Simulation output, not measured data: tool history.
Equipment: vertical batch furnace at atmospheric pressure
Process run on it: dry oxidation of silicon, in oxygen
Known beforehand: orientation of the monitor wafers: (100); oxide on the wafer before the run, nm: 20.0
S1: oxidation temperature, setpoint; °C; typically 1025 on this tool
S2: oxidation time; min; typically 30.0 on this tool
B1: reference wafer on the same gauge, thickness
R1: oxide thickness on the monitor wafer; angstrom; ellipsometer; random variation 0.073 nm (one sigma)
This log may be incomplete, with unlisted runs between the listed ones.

run	hour	S1	S2	B1	R1
1	0.0	1025	30.0	48.99	467.3
2	30.4	1025	30.0	49.01	467.6
3	44.5	1025	30.0	49.00	468.4
4	60.4	1025	30.0	48.99	467.2
5	93.4	1025	30.0	49.00	468.2
6	113.8	1025	30.0	49.00	467.5
7	149.3	1025	30.0	49.00	467.6
8	167.5	1035	30.0	49.01	503.8
9	196.6	1035	30.0	49.00	504.0
10	231.8	1025	30.0	49.03	468.9
11	246.6	1025	30.0	49.01	471.0
# hour 269.0: gauge calibrated
12	281.3	1025	30.0	49.02	469.9
13	348.4	1020	42.0	49.01	536.5
# hour 374.1: boat lift adjusted
14	380.8	1020	42.0	48.99	536.5
# hour 410.7: thermocouples replaced and temperature profile calibrated
15	412.6	1047	25.0	49.02	487.8
16	481.3	1003	42.0	48.97	456.2
17	505.3	1047	25.0	48.96	488.4
18	539.2	1047	34.5	49.00	572.4
19	562.0	1001	30.0	48.99	384.6
20	597.6	1017	34.0	48.97	456.4
21	630.0	1037	42.0	49.00	591.0
22	660.2	1025	30.0	49.00	455.2
23	678.0	1035	30.0	49.02	490.1
24	707.4	1004	16.5	49.01	313.4
25	721.1	1006	20.5	49.01	340.2
26	755.9	1041	35.5	49.02	556.9
# hour 767.0: gauge calibrated
27	786.6	1035	30.0	48.98	488.3
28	803.0	1044	15.5	48.99	388.2

Alternative continuations, all from the tool just after run 28; predict every row:
A	807.9	1025	30.0	?	?
B	807.9	1017	24.5	?	?
C	807.9	1017	36.0	?	?

run	B1	R1
A	49.00	456.0
B	49.00	393.8
C	49.00	469.6
Without the tool's hidden state the same runs would have given:
run	R1
A	454.7
B	392.7
C	468.1
